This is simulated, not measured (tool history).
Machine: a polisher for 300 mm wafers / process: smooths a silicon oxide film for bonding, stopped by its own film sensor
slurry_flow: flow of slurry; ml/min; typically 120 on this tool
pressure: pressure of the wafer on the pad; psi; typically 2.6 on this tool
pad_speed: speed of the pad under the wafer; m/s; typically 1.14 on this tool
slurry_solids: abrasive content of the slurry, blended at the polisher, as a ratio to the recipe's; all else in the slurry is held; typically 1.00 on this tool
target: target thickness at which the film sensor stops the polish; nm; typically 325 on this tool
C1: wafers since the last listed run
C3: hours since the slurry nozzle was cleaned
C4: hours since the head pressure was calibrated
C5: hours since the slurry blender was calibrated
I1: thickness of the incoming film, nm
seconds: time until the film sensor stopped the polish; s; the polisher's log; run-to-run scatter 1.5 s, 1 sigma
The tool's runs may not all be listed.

Run 1, hour 0.0: usual settings; C1 0; wafers polished on this pad 2104; C3 351.5; C4 343.5; C5 211.6; I1 419.5. Result: seconds 108.9 s.
Run 2, hour 86.5: usual settings but pad_speed 1.40 m/s; C1 988; wafers polished on this pad 3093; C3 438.0; C4 430.0; C5 298.1; I1 422.9. Result: seconds 101.1 s.
Run 3, hour 141.3: usual settings; C1 626; wafers polished on this pad 3719; C3 492.8; C4 484.8; C5 352.9; I1 416.6. Result: seconds 110.8 s.
Run 4, hour 195.4: usual settings but target 349 nm; C1 618; wafers polished on this pad 4337; C3 546.9; C4 538.9; C5 407.0; I1 424.6. Result: seconds 90.5 s.
At hour 225.5: slurry nozzle cleaned.
Run 5, hour 296.5: usual settings; C1 1143; wafers polished on this pad 5480; C3 71.0; C4 640.0; C5 508.1; I1 422.6. Result: seconds 120.6 s.
At hour 365.8: worn pad replaced by a new one.
At hour 419.2: slurry blender recalibrated.
Run 6, hour 557.6: usual settings; C1 2914; wafers polished on this pad 2168; C3 332.1; C4 901.1; C5 138.4; I1 425.8. Result: seconds 115.7 s.
Run 7, hour 604.1: usual settings but slurry_solids 0.80; C1 531; wafers polished on this pad 2699; C3 378.6; C4 947.6; C5 184.9; I1 421.9. Result: seconds 124.5 s.
At hour 628.8: head pressure recalibrated.
Run 8, hour 682.9: usual settings; C1 877; wafers polished on this pad 3577; C3 457.4; C4 54.1; C5 263.7; I1 420.5. Result: seconds 114.0 s.
Run 9, hour 733.3: usual settings; C1 575; wafers polished on this pad 4152; C3 507.8; C4 104.5; C5 314.1; I1 415.4. Result: seconds 106.3 s.
Run 10, hour 775.8: usual settings but pad_speed 0.86 m/s, slurry_solids 1.10; C1 485; wafers polished on this pad 4638; C3 550.3; C4 147.0; C5 356.6; I1 417.5. Result: seconds 127.8 s.
At hour 841.2: slurry nozzle cleaned.
Run 11, hour 878.8: usual settings; C1 1165; wafers polished on this pad 5803; C3 37.6; C4 250.0; C5 459.6; I1 419.8. Result: seconds 119.3 s.
Run 12, hour 985.3: usual settings but slurry_solids 1.15, target 304 nm; C1 1216; wafers polished on this pad 7020; C3 144.1; C4 356.5; C5 566.1; I1 421.7. Result: seconds 144.9 s.
At hour 1006.8: worn pad replaced by a new one, of another model than before.
At hour 1038.7: slurry blender recalibrated.
Run 13, hour 1064.2: usual settings but slurry_flow 80 ml/min, slurry_solids 1.25, target 338 nm; C1 832; wafers polished on this pad 633; C3 223.0; C4 435.4; C5 25.5; I1 416.6. Result: seconds 88.4 s.
Run 14, hour 1164.1: usual settings; C1 1141; wafers polished on this pad 1774; C3 322.9; C4 535.3; C5 125.4; I1 426.1. Result: seconds 113.0 s.
Run 15, hour 1268.2: usual settings but pad_speed 0.88 m/s; C1 1189; wafers polished on this pad 2963; C3 427.0; C4 639.4; C5 229.5; I1 418.5. Result: seconds 122.3 s.
Run 16, hour 1375.5: usual settings but target 344 nm; C1 1225; wafers polished on this pad 4189; C3 534.3; C4 746.7; C5 336.8; I1 422.8. Result: seconds 94.5 s.
Run 17, hour 1430.2: usual settings but slurry_flow 135 ml/min; C1 624; wafers polished on this pad 4814; C3 589.0; C4 801.4; C5 391.5; I1 418.8. Result: seconds 113.6 s.
At hour 1431.7: slurry nozzle cleaned.
At hour 1448.8: head pressure recalibrated.
Run 18, hour 1495.8: usual settings; C1 715; wafers polished on this pad 5529; C3 64.1; C4 47.0; C5 457.1; I1 415.2. Result: seconds 112.1 s.
Run 19, hour 1567.7: usual settings but pad_speed 0.76 m/s, target 313 nm; C1 821; wafers polished on this pad 6351; C3 136.0; C4 118.9; C5 529.0; I1 422.9. Result: seconds 162.2 s.
At hour 1615.9: worn pad replaced by a new one.
At hour 1647.6: slurry blender recalibrated.
Run 20, hour 1668.3: usual settings; C1 1080; wafers polished on this pad 575; C3 236.6; C4 219.5; C5 20.7; I1 421.0. Result: seconds 103.9 s.
Run 21, hour 1733.1: usual settings but pressure 2.3 psi; C1 740; wafers polished on this pad 1316; C3 301.4; C4 284.3; C5 85.5; I1 425.0. Result: seconds 120.0 s.
Run 22, hour 1819.6: usual settings but slurry_flow 110 ml/min, pressure 2.9 psi, target 303 nm; C1 988; wafers polished on this pad 2304; C3 387.9; C4 370.8; C5 172.0; I1 414.8. Result: seconds 117.7 s.
Run 23, hour 1916.9: usual settings but slurry_flow 140 ml/min, slurry_solids 0.80; C1 1111; wafers polished on this pad 3416; C3 485.2; C4 468.1; C5 269.3; I1 413.6. Result: seconds 109.3 s.
At hour 1975.3: slurry nozzle cleaned.
Run 24, hour 1980.6: usual settings but pressure 1.8 psi, pad_speed 0.90 m/s, slurry_solids 1.20; C1 716; wafers polished on this pad 4132; C3 5.3; C4 531.8; C5 333.0; I1 419.7. Result: seconds 141.0 s.

Expected results for the next run?
Run 25, hour 2059.7: usual settings but target 357 nm; C1 903; wafers polished on this pad 5036; C3 84.4; C4 610.9; C5 412.1; I1 419.3. Result: seconds ?.

seconds: 74.6 s
With no hidden state in the tool, this same run would have given seconds 66.2 s.
